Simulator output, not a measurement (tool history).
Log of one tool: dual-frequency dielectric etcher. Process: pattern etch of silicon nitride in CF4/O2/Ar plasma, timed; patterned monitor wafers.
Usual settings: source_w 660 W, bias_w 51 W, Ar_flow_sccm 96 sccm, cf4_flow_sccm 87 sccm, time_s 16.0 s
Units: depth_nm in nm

run     day  source_w  bias_w  Ar_flow_sccm  cf4_flow_sccm  time_s  wafers since the last listed run  hours since the last wet clean  hours since the last source power generator calibration  hours since the last bias power generator calibration  hours since the last Ar flow controller change  hours since the last CF4 flow controller change  hours since the last upper electrode change  hours since the gauge calibration  read-back reference wafer on the same gauge, depth_nm  depth_nm
  1   0.000       660      51            96            101    16.0                                 0                           223.0                                                   2298.3                                                 1291.2                                          3027.5                                           1141.1                                       2168.2                              465.6                                                  43.99     41.49
  2   5.871       660      51            96            101    16.0                              1822                           363.9                                                   2439.2                                                 1432.1                                          3168.4                                           1282.0                                       2309.1                              606.5                                                  43.95     41.57
  3   7.167       660      51            96            101    16.0                               402                           395.0                                                   2470.3                                                 1463.2                                          3199.5                                           1313.1                                       2340.2                              637.6                                                  43.98     41.65
  4   8.538       660      51            96             87    16.0                               425                           427.9                                                   2503.2                                                 1496.1                                          3232.4                                           1346.0                                       2373.1                              670.5                                                  44.03     41.28
     11.108  -- CF4 flow controller replaced
  5  11.379       660      51            96             87    16.0                               804                           496.1                                                   2571.4                                                 1564.3                                          3300.6                                              6.5                                       2441.3                              738.7                                                  44.04     41.20
     13.825  -- upper electrode replaced
  6  13.846       660      51            96             87    16.0                               455                           555.3                                                   2630.6                                                 1623.5                                          3359.8                                             65.7                                          0.5                              797.9                                                  43.98     41.04
  7  14.108       660      51            96             87    16.0                                81                           561.6                                                   2636.9                                                 1629.8                                          3366.1                                             72.0                                          6.8                              804.2                                                  43.99     41.03
     14.704  -- Ar flow controller replaced
  8  15.279       660      51            96            101    16.0                               285                           589.7                                                   2665.0                                                 1657.9                                            13.8                                            100.1                                         34.9                              832.3                                                  44.01     41.84
  9  16.567       660      55            84             79    14.5                               399                           620.6                                                   2695.9                                                 1688.8                                            44.7                                            131.0                                         65.8                              863.2                                                  43.98     38.93
     18.208  -- wet clean of the chamber
 10  18.229       540      62            96            103    16.0                               205                             0.5                                                   2735.8                                                 1728.7                                            84.6                                            170.9                                        105.7                              903.1                                                  44.04     39.11
     20.100  -- gauge calibrated
 11  20.129       660      47            96            101    16.0                               589                            46.1                                                   2781.4                                                 1774.3                                           130.2                                            216.5                                        151.3                                0.7                                                  43.96     40.05
 12  21.896       660      51           102             87    16.0                               548                            88.5                                                   2823.8                                                 1816.7                                           172.6                                            258.9                                        193.7                               43.1                                                  43.96     39.93
     22.225  -- source power generator calibrated
     22.654  -- bias power generator calibrated
 13  25.558       660      44            96             87    16.0                              1033                           176.4                                                     80.0                                                   69.7                                           260.5                                            346.8                                        281.6                              131.0                                                  44.00     39.02
 14  27.362       660      51            96             87    16.0                               560                           219.7                                                    123.3                                                  113.0                                           303.8                                            390.1                                        324.9                              174.3                                                  44.03     40.48
 15  29.312       520      60            96             77    16.0                               605                           266.5                                                    170.1                                                  159.8                                           350.6                                            436.9                                        371.7                              221.1                                                  44.04     36.87

Forecast each of these 3 alternatives for the next run:
  A  29.329       660      51            96             87    16.0                                 5                           266.9                                                    170.5                                                  160.2                                           351.0                                            437.3                                        372.1                              221.5                                                      ?         ?
  B  29.329       660      63            84             87    16.0                                 5                           266.9                                                    170.5                                                  160.2                                           351.0                                            437.3                                        372.1                              221.5                                                      ?         ?
  C  29.329       660      51            85             87    12.5                                 5                           266.9                                                    170.5                                                  160.2                                           351.0                                            437.3                                        372.1                              221.5                                                      ?         ?

run  read-back reference wafer on the same gauge, depth_nm  depth_nm
  A                                                  44.00     40.40
  B                                                  44.00     44.45
  C                                                  44.00     32.38
Without the tool's hidden state the same runs would have given:
run  depth_nm
  A     40.04
  B     44.05
  C     32.09
